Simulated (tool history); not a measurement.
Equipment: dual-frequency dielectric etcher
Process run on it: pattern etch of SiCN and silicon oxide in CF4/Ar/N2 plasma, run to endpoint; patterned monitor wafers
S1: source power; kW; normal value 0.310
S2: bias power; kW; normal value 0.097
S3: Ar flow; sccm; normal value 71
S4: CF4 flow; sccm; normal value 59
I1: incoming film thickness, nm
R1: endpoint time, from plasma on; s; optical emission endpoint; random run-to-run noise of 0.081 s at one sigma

run	hour	S1	S2	S3	S4	I1	R1
1	0.0	0.310	0.097	65	59	13.71	20.3
2	64.4	0.310	0.097	71	59	13.60	20.4
# hour 93.0: Ar flow controller replaced
3	121.4	0.310	0.097	71	59	13.63	20.7
4	173.6	0.310	0.108	57	59	13.53	18.7
5	227.4	0.310	0.108	57	59	13.66	19.0
# hour 238.4: CF4 flow controller replaced
6	281.7	0.310	0.097	71	59	13.60	20.7
# hour 307.2: source power generator calibrated
7	348.6	0.310	0.097	71	59	13.60	22.0
# hour 391.8: wet clean of the chamber
8	392.3	0.310	0.097	71	67	13.38	20.4
9	414.7	0.350	0.097	71	59	13.59	18.8
# hour 431.8: bias power generator calibrated
10	483.3	0.310	0.097	71	67	13.55	20.8
11	543.8	0.310	0.097	62	59	13.78	21.1
12	615.5	0.310	0.097	78	72	13.51	20.8
13	657.5	0.310	0.097	77	59	13.73	21.5
14	708.0	0.280	0.097	57	63	13.52	22.5
15	753.9	0.260	0.097	71	59	13.53	25.0
16	799.2	0.310	0.080	53	67	13.50	22.4
# hour 830.7: upper electrode replaced
17	849.1	0.260	0.083	88	66	13.56	27.9
# hour 905.6: wet clean of the chamber
18	917.8	0.310	0.091	71	53	13.49	22.0
19	961.2	0.260	0.116	71	46	13.73	23.5
20	1014.4	0.310	0.097	60	59	13.65	20.7
21	1047.1	0.310	0.086	71	59	13.65	22.7
22	1115.1	0.310	0.097	71	59	13.72	21.3
23	1181.4	0.310	0.097	60	59	13.60	20.8
24	1207.5	0.330	0.097	71	59	13.53	19.9

For some of the steps in R1 from one run to the next: how much would appear even if the tool had no hidden state, given the settings, what came in and random variation, and how much remains for the hidden state plus any gauge scatter that the measured result and the result without hidden state don't share?
The tool's hidden condition here consists of: etch rate over this chamber's usual, %; source power that arrives over what is set, %; bias power that arrives over what is set, %; Ar flow that arrives over what is set, %; CF4 flow that arrives over what is set, %.
Run 6 -> 7: source power generator calibrated. R1 +1.3 s: hidden state +1.3, all else +0.0.
Run 7 -> 8: S4 59 -> 67, wet clean of the chamber. R1 -1.6 s: hidden state -0.8, all else -0.8.
Run 16 -> 17: S1 0.310 -> 0.260, S2 0.080 -> 0.083, S3 53 -> 88, S4 67 -> 66, upper electrode replaced. R1 +5.5 s: hidden state +0.0, all else +5.5.
Run 17 -> 18: S1 0.260 -> 0.310, S2 0.083 -> 0.091, S3 88 -> 71, S4 66 -> 53, wet clean of the chamber. R1 -5.9 s: hidden state -0.4, all else -5.5.

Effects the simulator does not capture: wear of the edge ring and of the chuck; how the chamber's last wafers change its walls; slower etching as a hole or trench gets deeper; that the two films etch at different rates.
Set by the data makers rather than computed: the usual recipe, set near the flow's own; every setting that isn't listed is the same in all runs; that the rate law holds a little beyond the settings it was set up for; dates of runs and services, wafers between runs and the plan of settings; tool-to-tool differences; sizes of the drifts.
